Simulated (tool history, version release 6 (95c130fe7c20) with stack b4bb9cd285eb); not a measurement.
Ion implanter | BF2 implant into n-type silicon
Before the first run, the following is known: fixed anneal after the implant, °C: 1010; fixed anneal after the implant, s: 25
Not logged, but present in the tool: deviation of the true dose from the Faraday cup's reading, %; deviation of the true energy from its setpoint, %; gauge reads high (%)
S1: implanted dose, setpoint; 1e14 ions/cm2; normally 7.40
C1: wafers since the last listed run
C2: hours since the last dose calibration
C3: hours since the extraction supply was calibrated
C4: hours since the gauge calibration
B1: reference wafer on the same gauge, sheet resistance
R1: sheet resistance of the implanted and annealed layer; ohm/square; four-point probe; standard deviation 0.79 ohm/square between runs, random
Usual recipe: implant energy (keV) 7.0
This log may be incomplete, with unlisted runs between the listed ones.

Run 1, hour 0.0: usual settings; C1 0; C2 586.9; C3 6383.0; C4 277.1; B1 285.77. Result: R1 263.55 ohm/square.
Run 2, hour 8.8: usual settings; C1 107; C2 595.7; C3 6391.8; C4 285.9; B1 286.00. Result: R1 260.89 ohm/square.
Run 3, hour 20.6: usual settings; C1 144; C2 607.5; C3 6403.6; C4 297.7; B1 286.19. Result: R1 261.76 ohm/square.
Run 4, hour 26.6: usual settings; C1 73; C2 613.5; C3 6409.6; C4 303.7; B1 286.11. Result: R1 261.93 ohm/square.
Run 5, hour 39.6: usual settings; C1 159; C2 626.5; C3 6422.6; C4 316.7; B1 286.15. Result: R1 262.99 ohm/square.
Run 6, hour 47.5: usual settings; C1 96; C2 634.4; C3 6430.5; C4 324.6; B1 285.74. Result: R1 261.62 ohm/square.
Run 7, hour 54.4: usual settings but S1 8.37 1e14 ions/cm2, implant energy (keV) 6.0; C1 84; C2 641.3; C3 6437.4; C4 331.5; B1 286.11. Result: R1 253.30 ohm/square.
Run 8, hour 68.9: usual settings; C1 177; C2 655.8; C3 6451.9; C4 346.0; B1 285.98. Result: R1 260.76 ohm/square.
Run 9, hour 82.1: usual settings; C1 161; C2 669.0; C3 6465.1; C4 359.2; B1 286.03. Result: R1 260.75 ohm/square.
Run 10, hour 96.1: usual settings; C1 171; C2 683.0; C3 6479.1; C4 373.2; B1 285.71. Result: R1 260.18 ohm/square.
Run 11, hour 102.8: usual settings; C1 82; C2 689.7; C3 6485.8; C4 379.9; B1 286.08. Result: R1 260.27 ohm/square.
Run 12, hour 112.8: usual settings; C1 122; C2 699.7; C3 6495.8; C4 389.9; B1 286.14. Result: R1 261.41 ohm/square.
Run 13, hour 130.5: usual settings; C1 216; C2 717.4; C3 6513.5; C4 407.6; B1 286.11. Result: R1 259.23 ohm/square.
Run 14, hour 138.1: usual settings but S1 9.02 1e14 ions/cm2, implant energy (keV) 5.5; C1 93; C2 725.0; C3 6521.1; C4 415.2; B1 285.90. Result: R1 248.84 ohm/square.
Run 15, hour 153.2: usual settings but S1 9.02 1e14 ions/cm2, implant energy (keV) 5.5; C1 184; C2 740.1; C3 6536.2; C4 430.3; B1 285.93. Result: R1 250.41 ohm/square.
Run 16, hour 165.5: usual settings but S1 6.79 1e14 ions/cm2, implant energy (keV) 4.5; C1 150; C2 752.4; C3 6548.5; C4 442.6; B1 286.08. Result: R1 311.29 ohm/square.
Run 17, hour 175.8: usual settings but S1 6.74 1e14 ions/cm2, implant energy (keV) 9.0; C1 126; C2 762.7; C3 6558.8; C4 452.9; B1 286.06. Result: R1 254.11 ohm/square.
Run 18, hour 188.9: usual settings; C1 160; C2 775.8; C3 6571.9; C4 466.0; B1 285.94. Result: R1 258.73 ohm/square.
At hour 207.0: Faraday cup replaced and dose calibrated.
Run 19, hour 207.5: usual settings but S1 9.34 1e14 ions/cm2, implant energy (keV) 9.0; C1 129; C2 0.5; C3 6590.5; C4 484.6; B1 285.82. Result: R1 221.13 ohm/square.
Run 20, hour 213.3: usual settings; C1 71; C2 6.3; C3 6596.3; C4 490.4; B1 285.93. Result: R1 265.97 ohm/square.
At hour 215.5: gauge calibrated.
Run 21, hour 229.4: usual settings but S1 9.12 1e14 ions/cm2, implant energy (keV) 8.0; C1 197; C2 22.4; C3 6612.4; C4 13.9; B1 285.77. Result: R1 230.17 ohm/square.
Run 22, hour 236.3: usual settings but S1 5.74 1e14 ions/cm2, implant energy (keV) 9.0; C1 84; C2 29.3; C3 6619.3; C4 20.8; B1 286.00. Result: R1 284.06 ohm/square.
Run 23, hour 273.7: usual settings; C1 457; C2 66.7; C3 6656.7; C4 58.2; B1 286.08. Result: R1 264.85 ohm/square.
Run 24, hour 288.9: usual settings but S1 9.23 1e14 ions/cm2, implant energy (keV) 5.0; C1 186; C2 81.9; C3 6671.9; C4 73.4; B1 285.90. Result: R1 256.62 ohm/square.
Run 25, hour 300.4: usual settings; C1 140; C2 93.4; C3 6683.4; C4 84.9; B1 286.02. Result: R1 264.97 ohm/square.
At hour 310.3: extraction supply calibrated.
Run 26, hour 315.4: usual settings but S1 8.85 1e14 ions/cm2, implant energy (keV) 5.5; C1 85; C2 108.4; C3 5.1; C4 99.9; B1 286.02. Result: R1 257.34 ohm/square.
Run 27, hour 332.2: usual settings but S1 5.62 1e14 ions/cm2, implant energy (keV) 5.5; C1 205; C2 125.2; C3 21.9; C4 116.7; B1 286.17. Result: R1 336.09 ohm/square.
Run 28, hour 347.2: usual settings but S1 5.55 1e14 ions/cm2, implant energy (keV) 8.0; C1 183; C2 140.2; C3 36.9; C4 131.7; B1 286.20. Result: R1 301.69 ohm/square.
Run 29, hour 353.9: usual settings; C1 82; C2 146.9; C3 43.6; C4 138.4; B1 286.05. Result: R1 265.60 ohm/square.
Run 30, hour 362.9: usual settings but implant energy (keV) 6.0; C1 110; C2 155.9; C3 52.6; C4 147.4; B1 285.88. Result: R1 277.12 ohm/square.
Run 31, hour 377.0: usual settings but S1 5.82 1e14 ions/cm2, implant energy (keV) 8.0; C1 172; C2 170.0; C3 66.7; C4 161.5; B1 286.27. Result: R1 292.35 ohm/square.
Run 32, hour 393.5: usual settings but S1 6.01 1e14 ions/cm2; C1 202; C2 186.5; C3 83.2; C4 178.0; B1 285.76. Result: R1 297.96 ohm/square.
Run 33, hour 402.6: usual settings but implant energy (keV) 8.5; C1 111; C2 195.6; C3 92.3; C4 187.1; B1 286.11. Result: R1 250.74 ohm/square.
Run 34, hour 415.4: usual settings but S1 5.34 1e14 ions/cm2; C1 156; C2 208.4; C3 105.1; C4 199.9; B1 286.09. Result: R1 317.84 ohm/square.
Run 35, hour 424.0: usual settings but implant energy (keV) 5.0; C1 105; C2 217.0; C3 113.7; C4 208.5; B1 286.09. Result: R1 292.66 ohm/square.
Run 36, hour 437.8: usual settings but S1 8.58 1e14 ions/cm2, implant energy (keV) 6.0; C1 168; C2 230.8; C3 127.5; C4 222.3; B1 285.84. Result: R1 255.09 ohm/square.
Run 37, hour 455.6: usual settings but S1 9.25 1e14 ions/cm2, implant energy (keV) 6.0; C1 217; C2 248.6; C3 145.3; C4 240.1; B1 286.00. Result: R1 246.21 ohm/square.

Forecast each of these 4 alternatives for the next run:
Run A, hour 456.0: usual settings; C1 4; C2 249.0; C3 145.7; C4 240.5; B1 ?. Result: R1 ?.
Run B, hour 456.0: usual settings but S1 5.43 1e14 ions/cm2, implant energy (keV) 6.0; C1 4; C2 249.0; C3 145.7; C4 240.5; B1 ?. Result: R1 ?.
Run C, hour 456.0: usual settings but S1 5.40 1e14 ions/cm2; C1 4; C2 249.0; C3 145.7; C4 240.5; B1 ?. Result: R1 ?.
Run D, hour 456.0: usual settings but S1 6.07 1e14 ions/cm2, implant energy (keV) 8.0; C1 4; C2 249.0; C3 145.7; C4 240.5; B1 ?. Result: R1 ?.

run      B1      R1
  A  285.96  264.47
  B  285.96  331.54
  C  285.96  316.54
  D  285.96  284.11
Had the tool no hidden state, the same runs would have come out as:
run      R1
  A  266.27
  B  333.87
  C  318.73
  D  286.07
